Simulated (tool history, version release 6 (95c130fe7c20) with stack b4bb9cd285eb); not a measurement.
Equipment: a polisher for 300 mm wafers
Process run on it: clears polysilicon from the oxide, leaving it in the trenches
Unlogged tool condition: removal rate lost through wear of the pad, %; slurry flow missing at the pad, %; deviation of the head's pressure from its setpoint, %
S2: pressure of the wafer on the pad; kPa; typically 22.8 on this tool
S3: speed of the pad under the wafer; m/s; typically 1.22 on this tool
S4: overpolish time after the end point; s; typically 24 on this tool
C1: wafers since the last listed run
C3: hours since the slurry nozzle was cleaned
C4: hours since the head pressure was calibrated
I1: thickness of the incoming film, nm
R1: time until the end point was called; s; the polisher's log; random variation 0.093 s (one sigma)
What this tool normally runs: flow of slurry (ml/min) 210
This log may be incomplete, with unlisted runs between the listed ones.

Run 1, hour 0: usual settings; C1 0; wafers polished on this pad 150; C3 534.4; C4 999; I1 323.4. Result: R1 16.7 s.
Run 2, hour 10.9: usual settings; C1 100; wafers polished on this pad 250; C3 545.3; C4 1009.9; I1 315. Result: R1 16.6 s.
Run 3, hour 21.1: usual settings; C1 93; wafers polished on this pad 344; C3 555.5; C4 1020.1; I1 318.9. Result: R1 17.1 s.
Run 4, hour 36.9: usual settings; C1 145; wafers polished on this pad 490; C3 571.3; C4 1035.9; I1 317.7. Result: R1 17.3 s.
Run 5, hour 47.1: usual settings; C1 93; wafers polished on this pad 584; C3 581.5; C4 1046.1; I1 319.3. Result: R1 17.6 s.
At hour 55.8: slurry nozzle cleaned.
Run 6, hour 61.3: usual settings; C1 121; wafers polished on this pad 705; C3 5.5; C4 1060.3; I1 319.7. Result: R1 15.2 s.
At hour 67.1: worn pad replaced by a new one.
Run 7, hour 73.1: usual settings; C1 71; wafers polished on this pad 55; C3 17.3; C4 1072.1; I1 315.4. Result: R1 14.7 s.
At hour 88.2: head pressure recalibrated.
Run 8, hour 104.2: usual settings but S2 28.3 kPa, S4 19 s; C1 268; wafers polished on this pad 323; C3 48.4; C4 16; I1 324.5. Result: R1 12.3 s.
Run 9, hour 119.7: usual settings but flow of slurry (ml/min) 140; C1 142; wafers polished on this pad 466; C3 63.9; C4 31.5; I1 316.9. Result: R1 16.2 s.
Run 10, hour 125.7: usual settings but flow of slurry (ml/min) 185, S2 28.3 kPa, S3 0.84 m/s, S4 13 s; C1 55; wafers polished on this pad 521; C3 69.9; C4 37.5; I1 323.4. Result: R1 17.4 s.
Run 11, hour 143.7: usual settings but S3 1.1 m/s; C1 165; wafers polished on this pad 687; C3 87.9; C4 55.5; I1 316.9. Result: R1 16.6 s.
At hour 162.6: worn pad replaced by a new one.
Run 12, hour 163.1: usual settings; C1 141; wafers polished on this pad 4; C3 107.3; C4 74.9; I1 320.7. Result: R1 14.9 s.

Run 13 is up next; what results do you expect?
Run 13, hour 165: usual settings but S2 15.9 kPa, S4 15 s; C1 17; wafers polished on this pad 21; C3 109.2; C4 76.8; I1 319.4. Result: R1 ?.

R1: 21.5 s
Without the tool's hidden state the same run would have given R1 21.1 s.
